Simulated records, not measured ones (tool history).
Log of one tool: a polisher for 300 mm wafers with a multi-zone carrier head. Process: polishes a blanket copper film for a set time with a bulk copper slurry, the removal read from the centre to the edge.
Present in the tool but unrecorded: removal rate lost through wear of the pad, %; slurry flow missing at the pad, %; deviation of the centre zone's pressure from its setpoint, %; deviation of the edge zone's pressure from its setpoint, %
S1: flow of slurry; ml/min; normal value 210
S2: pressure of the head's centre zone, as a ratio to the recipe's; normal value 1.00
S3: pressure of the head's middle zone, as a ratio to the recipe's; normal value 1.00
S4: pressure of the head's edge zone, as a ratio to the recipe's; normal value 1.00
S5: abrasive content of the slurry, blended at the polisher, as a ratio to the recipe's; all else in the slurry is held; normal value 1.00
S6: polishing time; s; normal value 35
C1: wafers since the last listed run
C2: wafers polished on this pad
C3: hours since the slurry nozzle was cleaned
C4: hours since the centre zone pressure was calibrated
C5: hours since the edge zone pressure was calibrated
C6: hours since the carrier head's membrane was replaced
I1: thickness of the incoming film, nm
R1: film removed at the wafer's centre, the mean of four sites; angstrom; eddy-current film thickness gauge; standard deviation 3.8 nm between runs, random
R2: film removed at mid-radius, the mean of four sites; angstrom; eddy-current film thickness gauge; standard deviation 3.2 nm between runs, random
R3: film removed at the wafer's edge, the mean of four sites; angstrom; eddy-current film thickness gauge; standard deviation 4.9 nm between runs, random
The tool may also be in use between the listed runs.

run    hour   S1    S2    S3    S4    S5  S6   C1    C2     C3     C4     C5      C6      I1    R1    R2    R3
  1     0.0  210  1.00  1.00  1.00  1.00  35    0   441  253.8  282.1  242.3   535.8  2669.9  3597  3382  3389
  2    95.3  210  1.00  1.00  1.00  1.00  35  748  1190  349.1  377.4  337.6   631.1  2640.9  3622  3327  3406
  3   137.8  210  1.00  1.00  1.00  1.00  35  334  1524  391.6  419.9  380.1   673.6  2626.4  3625  3355  3458
  4   192.0  210  1.00  1.00  1.00  1.00  35  425  1950  445.8  474.1  434.3   727.8  2704.3  3619  3397  3413
      219.4  -- worn pad replaced by a new one
  5   261.4  210  1.00  1.00  1.00  1.00  35  513   330  515.2  543.5  503.7   797.2  2623.5  3607  3379  3432
  6   306.5  210  1.00  1.00  1.04  1.00  35  354   684  560.3  588.6  548.8   842.3  2672.1  3679  3356  3405
  7   344.8  210  1.00  1.00  1.00  1.00  35  301   985  598.6  626.9  587.1   880.6  2661.4  3595  3304  3390
  8   442.6  210  1.00  1.00  1.00  1.00  35  768  1754  696.4  724.7  684.9   978.4  2717.4  3617  3382  3422
      464.1  -- worn pad replaced by a new one
      486.5  -- centre zone pressure recalibrated
  9   548.5  210  1.00  1.00  1.00  1.00  35  785   647  802.3   62.0  790.8  1084.3  2693.1  3754  3358  3453
 10   594.1  210  1.00  1.00  1.00  1.00  35  358  1006  847.9  107.6  836.4  1129.9  2667.0  3873  3333  3466
      641.1  -- slurry nozzle cleaned
      673.2  -- edge zone pressure recalibrated
 11   677.9  210  1.06  1.00  1.00  0.75  45  635  1641   36.8  191.4    4.7  1213.7  2651.3  4966  4161  4166
      718.3  -- carrier head's membrane replaced by a new one
 12   740.9  175  1.00  1.00  1.00  1.00  35  455  2096   99.8  254.4   67.7    22.6  2670.5  3731  3321  3349
      750.1  -- centre zone pressure recalibrated, repeated, since the last time left the tool worse
      750.9  -- worn pad replaced by a new one
 13   793.9  210  1.00  1.00  1.00  1.00  27  394   337  152.8   43.8  120.7    75.6  2665.5  2678  2587  2698
 14   834.9  210  1.00  1.00  1.00  1.00  35  322   660  193.8   84.8  161.7   116.6  2710.9  3502  3369  3414
 15   904.1  240  1.00  1.07  1.00  1.00  35  543  1204  263.0  154.0  230.9   185.8  2632.5  3539  3598  3484
 16   981.2  210  1.00  1.00  1.00  0.70  35  605  1809  340.1  231.1  308.0   262.9  2638.9  3275  3169  3307
     1048.4  -- worn pad replaced by a new one
 17  1077.3  210  1.00  1.00  1.00  1.00  35  723   227  436.2  327.2  404.1   359.0  2694.7  3630  3339  3327
 18  1174.3  270  1.05  1.00  1.00  1.10  35  762   989  533.2  424.2  501.1   456.0  2630.0  3900  3498  3519
 19  1261.7  210  1.00  1.00  1.00  1.00  35  686  1676  620.6  511.6  588.5   543.4  2649.4  3560  3324  3494
     1276.0  -- worn pad replaced by a new one
 20  1320.8  155  1.03  1.00  1.00  1.00  35  433   351  679.7  570.7  647.6   602.5  2711.0  3550  3250  3359

Results per run with the tool's hidden condition removed, run-to-run variation unchanged:
run    R1
  1  3452
  2  3459
  3  3456
  4  3445
  5  3426
  6  3492
  7  3410
  8  3427
  9  3393
 10  3478
 11  4421
 12  3304
 13  2661
 14  3456
 15  3460
 16  3178
 17  3500
 18  3744
 19  3408
 20  3394
For R2, the value without the hidden state is never more than 3 angstrom from the measured value.
R3 without the hidden state equals the measured value, run for run.
